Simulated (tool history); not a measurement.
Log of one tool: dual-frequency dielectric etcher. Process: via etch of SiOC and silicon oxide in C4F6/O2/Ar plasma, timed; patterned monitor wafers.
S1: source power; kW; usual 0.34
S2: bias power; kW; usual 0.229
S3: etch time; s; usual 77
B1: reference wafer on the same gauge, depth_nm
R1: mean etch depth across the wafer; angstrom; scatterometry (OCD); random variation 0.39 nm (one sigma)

| run | hour | S1 | S2 | S3 | B1 | R1 |
|---|---|---|---|---|---|---|
| 1 | 0 | 0.34 | 0.229 | 77 | 79.9 | 900 |
| 2 | 56.3 | 0.34 | 0.229 | 77 | 79.8 | 897 |
| 3 | 111.3 | 0.34 | 0.229 | 77 | 80 | 893 |
| 4 | 166.7 | 0.34 | 0.2 | 77 | 79.8 | 845 |
| 5 | 190.8 | 0.34 | 0.229 | 77 | 79.8 | 882 |
| 6 | 240.3 | 0.34 | 0.229 | 77 | 80 | 882 |
| 7 | 269.4 | 0.34 | 0.229 | 77 | 80 | 875 |
|  | 375.2 | wet clean of the chamber |
| 8 | 455.3 | 0.34 | 0.229 | 77 | 79.9 | 904 |
| 9 | 502.4 | 0.34 | 0.229 | 77 | 79.8 | 898 |
| 10 | 548.5 | 0.34 | 0.229 | 77 | 79.9 | 901 |
| 11 | 585.2 | 0.34 | 0.229 | 77 | 79.8 | 895 |
| 12 | 629.6 | 0.34 | 0.229 | 77 | 79.9 | 893 |
| 13 | 660.6 | 0.42 | 0.195 | 60 | 79.9 | 682 |
| 14 | 694.4 | 0.34 | 0.229 | 77 | 79.9 | 890 |
| 15 | 755.6 | 0.34 | 0.229 | 77 | 79.9 | 887 |
| 16 | 789 | 0.34 | 0.229 | 65.5 | 79.7 | 753 |
| 17 | 813.5 | 0.34 | 0.229 | 77 | 80.1 | 884 |
|  | 877 | gauge calibrated |
| 18 | 877.4 | 0.27 | 0.251 | 54.5 | 79.9 | 615 |
| 19 | 947 | 0.34 | 0.266 | 87.5 | 79.9 | 1044 |
|  | 991.3 | bias power generator calibrated |
| 20 | 991.8 | 0.28 | 0.254 | 93.5 | 79.8 | 1061 |
|  | 1027.4 | wet clean of the chamber |
|  | 1048.6 | upper electrode replaced |
| 21 | 1049.1 | 0.34 | 0.229 | 77 | 79.8 | 900 |
| 22 | 1052.6 | 0.34 | 0.201 | 100 | 79.9 | 1117 |
|  | 1058.7 | source power generator calibrated |
| 23 | 1082.5 | 0.34 | 0.229 | 77 | 79.9 | 892 |
| 24 | 1130.4 | 0.32 | 0.185 | 99.5 | 79.9 | 1062 |
| 25 | 1154.9 | 0.34 | 0.229 | 77 | 79.9 | 897 |
| 26 | 1197.9 | 0.36 | 0.185 | 67 | 79.8 | 731 |
| 27 | 1252 | 0.38 | 0.247 | 77 | 80 | 933 |
| 28 | 1297.9 | 0.34 | 0.229 | 59.5 | 79.9 | 686 |
| 29 | 1335.6 | 0.37 | 0.229 | 85.5 | 79.8 | 1003 |
| 30 | 1389.8 | 0.34 | 0.229 | 85.5 | 79.9 | 979 |
| 31 | 1437.4 | 0.34 | 0.229 | 77 | 79.9 | 873 |

Forecast each of these 3 alternatives for the next run:
| A | 1437.8 | 0.34 | 0.229 | 77 | ? | ? |
| B | 1437.8 | 0.3 | 0.229 | 84.5 | ? | ? |
| C | 1437.8 | 0.42 | 0.247 | 77 | ? | ? |

| run | B1 | R1 |
|---|---|---|
| A | 79.9 | 883 |
| B | 79.9 | 946 |
| C | 79.9 | 949 |
Without the tool's hidden state the same runs would have given:
| run | R1 |
|---|---|
| A | 908 |
| B | 973 |
| C | 976 |
